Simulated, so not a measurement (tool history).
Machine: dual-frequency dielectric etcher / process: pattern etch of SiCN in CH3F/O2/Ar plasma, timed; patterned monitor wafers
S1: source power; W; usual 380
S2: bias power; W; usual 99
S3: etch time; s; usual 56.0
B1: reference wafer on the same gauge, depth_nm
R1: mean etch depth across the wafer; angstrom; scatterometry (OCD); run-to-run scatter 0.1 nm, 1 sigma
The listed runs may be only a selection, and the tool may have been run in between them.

Run 1, day 0.000: usual settings but S2 86 W, S3 49.5 s; B1 20.91. Result: R1 201.6 angstrom.
Run 2, day 0.458: usual settings but S2 86 W, S3 49.5 s; B1 20.86. Result: R1 203.2 angstrom.
Run 3, day 0.767: usual settings but S2 105 W; B1 20.90. Result: R1 242.2 angstrom.
Run 4, day 1.088: usual settings but S2 105 W; B1 20.91. Result: R1 244.9 angstrom.
Run 5, day 1.558: usual settings but S2 105 W; B1 20.93. Result: R1 242.4 angstrom.
Run 6, day 2.275: usual settings; B1 20.93. Result: R1 241.2 angstrom.
At day 3.988: upper electrode replaced.
Run 7, day 4.008: usual settings; B1 20.89. Result: R1 242.1 angstrom.
Run 8, day 4.571: usual settings but S2 84 W; B1 20.90. Result: R1 229.7 angstrom.
Run 9, day 4.975: usual settings but S2 84 W; B1 20.88. Result: R1 230.4 angstrom.
Run 10, day 5.308: usual settings; B1 20.90. Result: R1 241.1 angstrom.
Run 11, day 5.617: usual settings but S1 450 W, S2 77 W; B1 20.90. Result: R1 234.1 angstrom.
At day 5.971: source power generator calibrated.
Run 12, day 6.050: usual settings; B1 20.90. Result: R1 241.4 angstrom.
Run 13, day 6.367: usual settings; B1 20.91. Result: R1 242.5 angstrom.
Run 14, day 6.733: usual settings but S1 420 W, S3 67.5 s; B1 20.92. Result: R1 301.6 angstrom.
At day 7.604: gauge calibrated.
At day 8.225: wet clean of the chamber.
Run 15, day 8.246: usual settings but S1 430 W, S2 88 W, S3 70.0 s; B1 20.94. Result: R1 288.2 angstrom.
Run 16, day 8.258: usual settings; B1 20.90. Result: R1 232.7 angstrom.
Run 17, day 8.392: usual settings but S1 320 W, S2 117 W, S3 41.5 s; B1 20.92. Result: R1 173.7 angstrom.
Run 18, day 9.012: usual settings but S1 350 W, S2 110 W, S3 50.5 s; B1 20.92. Result: R1 212.0 angstrom.
Run 19, day 11.071: usual settings but S2 90 W; B1 20.92. Result: R1 225.4 angstrom.
Run 20, day 11.808: usual settings but S2 119 W, S3 45.0 s; B1 20.94. Result: R1 198.7 angstrom.
At day 12.154: bias power generator calibrated.
Run 21, day 12.825: usual settings; B1 20.90. Result: R1 233.4 angstrom.
Run 22, day 13.125: usual settings but S1 460 W, S2 109 W; B1 20.85. Result: R1 253.6 angstrom.
Run 23, day 13.562: usual settings but S1 350 W, S3 65.0 s; B1 20.87. Result: R1 266.6 angstrom.
Run 24, day 14.229: usual settings but S2 118 W, S3 46.0 s; B1 20.92. Result: R1 203.3 angstrom.
Run 25, day 14.567: usual settings; B1 20.92. Result: R1 232.9 angstrom.
Run 26, day 15.167: usual settings; B1 20.87. Result: R1 234.1 angstrom.
Run 27, day 15.525: usual settings but S1 310 W, S2 112 W, S3 43.5 s; B1 20.86. Result: R1 181.1 angstrom.
Run 28, day 16.108: usual settings but S1 460 W, S2 81 W, S3 71.5 s; B1 20.89. Result: R1 297.3 angstrom.
Run 29, day 16.746: usual settings but S1 420 W, S3 68.5 s; B1 20.90. Result: R1 293.1 angstrom.
Run 30, day 17.254: usual settings but S1 350 W; B1 20.95. Result: R1 229.5 angstrom.
Run 31, day 17.717: usual settings but S2 75 W; B1 20.89. Result: R1 217.4 angstrom.

Branching from run 31: 3 alternative next runs. What would each branch give?
Run A, day 17.733: usual settings but S3 63.0 s; B1 ?. Result: R1 ?.
Run B, day 17.733: usual settings but S1 320 W, S2 116 W; B1 ?. Result: R1 ?.
Run C, day 17.733: usual settings but S3 50.5 s; B1 ?. Result: R1 ?.

run     B1     R1
  A  20.93  264.6
  B  20.93  237.4
  C  20.93  212.1
Without the tool's hidden state the same runs would have given:
run     R1
  A  263.3
  B  236.2
  C  211.0
